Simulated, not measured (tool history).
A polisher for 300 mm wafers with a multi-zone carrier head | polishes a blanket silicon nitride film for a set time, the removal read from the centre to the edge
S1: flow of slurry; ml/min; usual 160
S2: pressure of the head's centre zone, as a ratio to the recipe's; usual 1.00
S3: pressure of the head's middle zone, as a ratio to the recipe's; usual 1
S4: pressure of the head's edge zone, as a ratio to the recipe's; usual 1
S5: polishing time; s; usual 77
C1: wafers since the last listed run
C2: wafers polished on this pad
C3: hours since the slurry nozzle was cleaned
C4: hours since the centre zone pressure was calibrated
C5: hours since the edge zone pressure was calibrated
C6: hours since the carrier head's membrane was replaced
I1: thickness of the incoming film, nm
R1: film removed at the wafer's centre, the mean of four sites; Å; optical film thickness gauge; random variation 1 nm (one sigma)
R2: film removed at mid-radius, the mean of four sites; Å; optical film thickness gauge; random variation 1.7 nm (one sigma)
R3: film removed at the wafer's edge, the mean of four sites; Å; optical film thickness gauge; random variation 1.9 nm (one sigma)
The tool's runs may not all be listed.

run,hour,S1,S2,S3,S4,S5,C1,C2,C3,C4,C5,C6,I1,R1,R2,R3
1,0.0,160,0.91,1,1,77,0,244,9.1,258.8,820.0,247.3,359.4,1358,1447,1520
# hour 5.4: edge zone pressure recalibrated
2,42.1,160,0.91,1,1,77,284,529,51.2,300.9,36.7,289.4,364.2,1346,1435,1506
# hour 69.5: centre zone pressure recalibrated
3,97.1,160,1.00,1,1,77,376,905,106.2,27.6,91.7,344.4,355.3,1454,1437,1470
# hour 177.0: worn pad replaced by a new one
4,200.1,160,1.00,1,1,77,702,164,209.2,130.6,194.7,447.4,359.2,1446,1432,1500
5,280.1,160,1.00,1,1,77,567,732,289.2,210.6,274.7,527.4,361.1,1415,1404,1425
6,335.5,160,1.06,1,1,64,393,1125,344.6,266.0,330.1,582.8,364.5,1235,1165,1220
# hour 408.7: centre zone pressure recalibrated
7,409.2,160,1.00,1,1,77,509,1634,418.3,0.5,403.8,656.5,359.0,1403,1394,1437
# hour 420.2: worn pad replaced by a new one
8,456.4,160,1.00,1,1,77,306,256,465.5,47.7,451.0,703.7,361.2,1416,1399,1470

Forecast run 9:
# hour 479.9: carrier head's membrane replaced by a new one
# hour 611.8: slurry nozzle cleaned
9,670.1,160,1.00,1,1,77,1474,1731,58.3,261.4,664.7,190.2,361.8,?,?,?

{"run 9": {"R1": 1461, "R2": 1457, "R3": 1458}}
Without the tool's hidden state the same run would have given R1 1489 Å, R2 1482 Å, R3 1476 Å.

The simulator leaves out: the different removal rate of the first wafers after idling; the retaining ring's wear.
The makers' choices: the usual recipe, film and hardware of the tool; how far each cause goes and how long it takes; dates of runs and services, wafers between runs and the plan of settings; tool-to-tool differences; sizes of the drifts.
